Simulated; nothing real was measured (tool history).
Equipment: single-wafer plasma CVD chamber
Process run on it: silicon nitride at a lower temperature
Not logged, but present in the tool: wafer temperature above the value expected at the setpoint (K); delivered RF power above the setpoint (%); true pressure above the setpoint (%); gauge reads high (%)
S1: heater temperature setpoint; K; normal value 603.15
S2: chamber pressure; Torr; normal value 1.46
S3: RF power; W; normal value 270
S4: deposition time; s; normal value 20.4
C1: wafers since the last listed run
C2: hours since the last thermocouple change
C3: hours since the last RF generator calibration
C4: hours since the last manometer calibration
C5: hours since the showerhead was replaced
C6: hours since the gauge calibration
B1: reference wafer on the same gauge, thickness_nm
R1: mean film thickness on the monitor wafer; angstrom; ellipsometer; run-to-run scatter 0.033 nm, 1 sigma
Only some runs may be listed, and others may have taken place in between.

run   hour      S1    S2   S3    S4   C1      C2      C3     C4      C5     C6      B1      R1
  1    0.0  592.15  1.46  235  20.4    0   983.4  1738.0  784.0  7342.6   30.5  25.193  186.24
  2   10.5  592.15  1.46  235  20.4  187   993.9  1748.5  794.5  7353.1   41.0  25.211  186.48
  3   21.8  603.15  1.46  270  20.4  201  1005.2  1759.8  805.8  7364.4   52.3  25.195  205.20
  4   33.3  603.15  1.46  270  20.4  205  1016.7  1771.3  817.3  7375.9   63.8  25.203  204.61
  5   40.0  603.15  1.46  270  20.4  119  1023.4  1778.0  824.0  7382.6   70.5  25.210  205.15
  6   46.2  603.15  1.46  270  23.3  110  1029.6  1784.2  830.2  7388.8   76.7  25.195  234.38
      67.8  -- showerhead replaced
  7   68.3  603.15  1.46  270  23.3  252  1051.7  1806.3  852.3     0.5   98.8  25.195  233.27
  8   70.1  603.15  1.46  270  23.3   32  1053.5  1808.1  854.1     2.3  100.6  25.208  233.70
  9   79.7  603.15  1.46  270  18.8  171  1063.1  1817.7  863.7    11.9  110.2  25.194  188.34
      99.1  -- RF generator calibrated
 10   99.6  603.15  1.32  270  18.3  212  1083.0     0.5  883.6    31.8  130.1  25.202  192.45
 11  111.3  614.15  1.24  300  17.3  209  1094.7    12.2  895.3    43.5  141.8  25.201  192.05
     112.5  -- gauge calibrated
     121.5  -- capacitance manometer re-zeroed and calibrated
 12  122.0  603.15  1.11  270  20.4   48  1105.4    22.9    0.5    54.2    9.5  25.195  209.25
     138.5  -- thermocouple changed; heater temperature recalibrated
 13  139.0  598.15  1.12  270  18.5  160     0.5    39.9   17.5    71.2   26.5  25.206  189.54
 14  143.3  603.15  1.65  270  22.6   76     4.8    44.2   21.8    75.5   30.8  25.205  247.43
 15  160.4  603.15  1.34  245  20.4  305    21.9    61.3   38.9    92.6   47.9  25.203  200.26
 16  176.6  603.15  1.46  270  20.4  289    38.1    77.5   55.1   108.8   64.1  25.203  218.38
 17  185.1  603.15  1.58  270  22.9  151    46.6    86.0   63.6   117.3   72.6  25.196  247.68
 18  194.7  603.15  1.46  270  20.4  171    56.2    95.6   73.2   126.9   82.2  25.214  218.47

Consider 4 possible next runs. They are alternatives, not a sequence: every one starts from the tool as it was left by run 18. What does each give?
  A  195.1  603.15  1.46  235  20.4   7  56.6  96.0  73.6  127.3  82.6   ?   ?
  B  195.1  591.15  1.64  250  24.3   7  56.6  96.0  73.6  127.3  82.6   ?   ?
  C  195.1  598.15  1.64  285  19.0   7  56.6  96.0  73.6  127.3  82.6   ?   ?
  D  195.1  603.15  1.31  305  23.6   7  56.6  96.0  73.6  127.3  82.6   ?   ?

run      B1      R1
  A  25.206  198.05
  B  25.206  252.08
  C  25.206  215.39
  D  25.206  269.06
The same runs, with their run-to-run variation unchanged, on a tool lacking any hidden condition would have given:
run      R1
  A  198.35
  B  252.46
  C  215.71
  D  269.45
